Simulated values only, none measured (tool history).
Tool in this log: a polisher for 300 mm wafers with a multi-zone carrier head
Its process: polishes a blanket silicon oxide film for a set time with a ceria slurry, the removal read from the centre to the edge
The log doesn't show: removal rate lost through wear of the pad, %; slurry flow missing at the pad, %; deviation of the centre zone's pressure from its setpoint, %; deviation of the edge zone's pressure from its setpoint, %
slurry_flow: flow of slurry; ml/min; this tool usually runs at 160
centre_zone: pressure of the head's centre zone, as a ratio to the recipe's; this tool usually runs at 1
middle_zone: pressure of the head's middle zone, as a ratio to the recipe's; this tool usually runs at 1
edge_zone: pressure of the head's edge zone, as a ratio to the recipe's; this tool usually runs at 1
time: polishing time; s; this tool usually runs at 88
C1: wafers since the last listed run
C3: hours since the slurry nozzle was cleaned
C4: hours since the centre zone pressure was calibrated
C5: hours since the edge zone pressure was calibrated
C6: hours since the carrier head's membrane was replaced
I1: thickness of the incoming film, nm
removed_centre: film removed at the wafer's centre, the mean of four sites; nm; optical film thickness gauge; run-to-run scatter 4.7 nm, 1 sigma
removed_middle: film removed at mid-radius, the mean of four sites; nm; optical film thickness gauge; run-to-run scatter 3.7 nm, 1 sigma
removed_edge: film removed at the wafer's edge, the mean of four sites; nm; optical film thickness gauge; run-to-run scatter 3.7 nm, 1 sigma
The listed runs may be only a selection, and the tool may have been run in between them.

run 1 hour=0 | slurry_flow=160 centre_zone=1 middle_zone=1 edge_zone=1 time=88 | C1=0 wafers_polished_on_this_pad=1168 C3=116.5 C4=850.2 C5=1399.8 C6=1999.7 | I1=1495.5 | removed_centre=315.6 removed_middle=356 removed_edge=368
run 2 hour=28.1 | slurry_flow=160 centre_zone=1 middle_zone=1 edge_zone=1 time=88 | C1=202 wafers_polished_on_this_pad=1371 C3=144.6 C4=878.3 C5=1427.9 C6=2027.8 | I1=1451.7 | removed_centre=310.7 removed_middle=356.9 removed_edge=356.1
run 3 hour=44.2 | slurry_flow=160 centre_zone=1 middle_zone=0.94 edge_zone=1 time=88 | C1=116 wafers_polished_on_this_pad=1487 C3=160.7 C4=894.4 C5=1444 C6=2043.9 | I1=1443.7 | removed_centre=310.2 removed_middle=334.8 removed_edge=368
-- hour=50.4 worn pad replaced by a new one
run 4 hour=75.2 | slurry_flow=115 centre_zone=1 middle_zone=1 edge_zone=1 time=88 | C1=194 wafers_polished_on_this_pad=179 C3=191.7 C4=925.4 C5=1475 C6=2074.9 | I1=1436.8 | removed_centre=280.3 removed_middle=320.9 removed_edge=347.7
run 5 hour=92.4 | slurry_flow=160 centre_zone=1 middle_zone=0.92 edge_zone=1 time=114 | C1=124 wafers_polished_on_this_pad=303 C3=208.9 C4=942.6 C5=1492.2 C6=2092.1 | I1=1456.4 | removed_centre=406.6 removed_middle=429.5 removed_edge=477.4
-- hour=112.1 carrier head's membrane replaced by a new one
-- hour=156.5 edge zone pressure recalibrated
run 6 hour=194 | slurry_flow=160 centre_zone=1 middle_zone=1.12 edge_zone=1 time=64 | C1=682 wafers_polished_on_this_pad=986 C3=310.5 C4=1044.2 C5=37.5 C6=81.9 | I1=1466.2 | removed_centre=220.7 removed_middle=287.7 removed_edge=265.5
-- hour=201.5 slurry nozzle cleaned
run 7 hour=208.3 | slurry_flow=135 centre_zone=1 middle_zone=1 edge_zone=1.05 time=68 | C1=96 wafers_polished_on_this_pad=1082 C3=6.8 C4=1058.5 C5=51.8 C6=96.2 | I1=1467.5 | removed_centre=229.7 removed_middle=261.3 removed_edge=279.7
run 8 hour=231.2 | slurry_flow=160 centre_zone=1 middle_zone=1 edge_zone=0.93 time=88 | C1=165 wafers_polished_on_this_pad=1247 C3=29.7 C4=1081.4 C5=74.7 C6=119.1 | I1=1495.5 | removed_centre=305.1 removed_middle=355 removed_edge=359.9
-- hour=249.3 worn pad replaced by a new one
run 9 hour=252 | slurry_flow=115 centre_zone=0.94 middle_zone=0.97 edge_zone=1 time=67 | C1=121 wafers_polished_on_this_pad=19 C3=50.5 C4=1102.2 C5=95.5 C6=139.9 | I1=1452.2 | removed_centre=200.1 removed_middle=247.8 removed_edge=263.1
run 10 hour=322.7 | slurry_flow=160 centre_zone=0.93 middle_zone=0.92 edge_zone=1 time=71 | C1=510 wafers_polished_on_this_pad=529 C3=121.2 C4=1172.9 C5=166.2 C6=210.6 | I1=1480 | removed_centre=227.7 removed_middle=267.3 removed_edge=290.5
run 11 hour=353.4 | slurry_flow=160 centre_zone=1 middle_zone=1 edge_zone=1 time=118 | C1=221 wafers_polished_on_this_pad=751 C3=151.9 C4=1203.6 C5=196.9 C6=241.3 | I1=1476.7 | removed_centre=402.7 removed_middle=468 removed_edge=494.8
run 12 hour=375.2 | slurry_flow=160 centre_zone=1 middle_zone=1 edge_zone=1 time=88 | C1=157 wafers_polished_on_this_pad=908 C3=173.7 C4=1225.4 C5=218.7 C6=263.1 | I1=1461.7 | removed_centre=307.5 removed_middle=355.9 removed_edge=369.7
-- hour=396.8 centre zone pressure recalibrated
run 13 hour=405.7 | slurry_flow=110 centre_zone=1 middle_zone=1 edge_zone=1 time=88 | C1=205 wafers_polished_on_this_pad=1114 C3=204.2 C4=8.9 C5=249.2 C6=293.6 | I1=1461.7 | removed_centre=312.3 removed_middle=325.6 removed_edge=346.3
run 14 hour=426.8 | slurry_flow=160 centre_zone=1 middle_zone=0.97 edge_zone=1.08 time=88 | C1=152 wafers_polished_on_this_pad=1266 C3=225.3 C4=30 C5=270.3 C6=314.7 | I1=1468.9 | removed_centre=348.8 removed_middle=340.2 removed_edge=374.8
run 15 hour=452.9 | slurry_flow=160 centre_zone=1 middle_zone=1 edge_zone=1 time=88 | C1=188 wafers_polished_on_this_pad=1454 C3=251.4 C4=56.1 C5=296.4 C6=340.8 | I1=1449 | removed_centre=346.2 removed_middle=356.7 removed_edge=364.8
run 16 hour=472 | slurry_flow=175 centre_zone=1.08 middle_zone=1 edge_zone=1 time=88 | C1=137 wafers_polished_on_this_pad=1592 C3=270.5 C4=75.2 C5=315.5 C6=359.9 | I1=1471.2 | removed_centre=389.4 removed_middle=356.7 removed_edge=367.7
-- hour=489 slurry nozzle cleaned
-- hour=500.2 worn pad replaced by a new one
run 17 hour=507.4 | slurry_flow=160 centre_zone=1.04 middle_zone=0.94 edge_zone=1.11 time=64 | C1=219 wafers_polished_on_this_pad=51 C3=18.4 C4=110.6 C5=350.9 C6=395.3 | I1=1494.6 | removed_centre=263.1 removed_middle=240.7 removed_edge=277.1
run 18 hour=538.2 | slurry_flow=160 centre_zone=1 middle_zone=1 edge_zone=1 time=88 | C1=222 wafers_polished_on_this_pad=274 C3=49.2 C4=141.4 C5=381.7 C6=426.1 | I1=1472.6 | removed_centre=347.6 removed_middle=346.6 removed_edge=367.2
run 19 hour=620.2 | slurry_flow=160 centre_zone=1 middle_zone=1 edge_zone=1 time=88 | C1=591 wafers_polished_on_this_pad=865 C3=131.2 C4=223.4 C5=463.7 C6=508.1 | I1=1467.8 | removed_centre=347.1 removed_middle=348 removed_edge=361.9
run 20 hour=633.6 | slurry_flow=160 centre_zone=0.92 middle_zone=1 edge_zone=1 time=71 | C1=96 wafers_polished_on_this_pad=962 C3=144.6 C4=236.8 C5=477.1 C6=521.5 | I1=1449.4 | removed_centre=250.6 removed_middle=283.7 removed_edge=300.9
run 21 hour=658.3 | slurry_flow=160 centre_zone=1 middle_zone=1.1 edge_zone=0.9 time=110 | C1=178 wafers_polished_on_this_pad=1140 C3=169.3 C4=261.5 C5=501.8 C6=546.2 | I1=1491.2 | removed_centre=422.1 removed_middle=481.6 removed_edge=450.4
run 22 hour=688.9 | slurry_flow=215 centre_zone=1 middle_zone=1 edge_zone=1 time=88 | C1=220 wafers_polished_on_this_pad=1361 C3=199.9 C4=292.1 C5=532.4 C6=576.8 | I1=1474.1 | removed_centre=361.9 removed_middle=374.9 removed_edge=378.7
-- hour=704.6 worn pad replaced by a new one
run 23 hour=717.5 | slurry_flow=160 centre_zone=0.91 middle_zone=1.04 edge_zone=0.96 time=66 | C1=177 wafers_polished_on_this_pad=92 C3=228.5 C4=320.7 C5=561 C6=605.4 | I1=1459.8 | removed_centre=231.5 removed_middle=270.9 removed_edge=266.4

Here are 3 independent what-if runs from the current tool condition. What would each one return?
run A hour=718 | slurry_flow=160 centre_zone=1 middle_zone=1 edge_zone=1 time=88 | C1=3 wafers_polished_on_this_pad=96 C3=229 C4=321.2 C5=561.5 C6=605.9 | I1=1478 | removed_centre=? removed_middle=? removed_edge=?
run B hour=718 | slurry_flow=115 centre_zone=1.1 middle_zone=1 edge_zone=1 time=88 | C1=3 wafers_polished_on_this_pad=96 C3=229 C4=321.2 C5=561.5 C6=605.9 | I1=1478 | removed_centre=? removed_middle=? removed_edge=?
run C hour=718 | slurry_flow=160 centre_zone=0.88 middle_zone=1 edge_zone=1 time=63 | C1=3 wafers_polished_on_this_pad=96 C3=229 C4=321.2 C5=561.5 C6=605.9 | I1=1478 | removed_centre=? removed_middle=? removed_edge=?

run=A removed_centre=329 removed_middle=353 removed_edge=365.5
run=B removed_centre=331.1 removed_middle=326 removed_edge=345.7
run=C removed_centre=207 removed_middle=252.8 removed_edge=261.6
With the hidden condition removed and each run's random variation left untouched, the same runs would have given:
run=A removed_centre=338.3 removed_middle=352.9 removed_edge=365.5
run=B removed_centre=340.4 removed_middle=326 removed_edge=345.7
run=C removed_centre=212.9 removed_middle=252.8 removed_edge=261.6
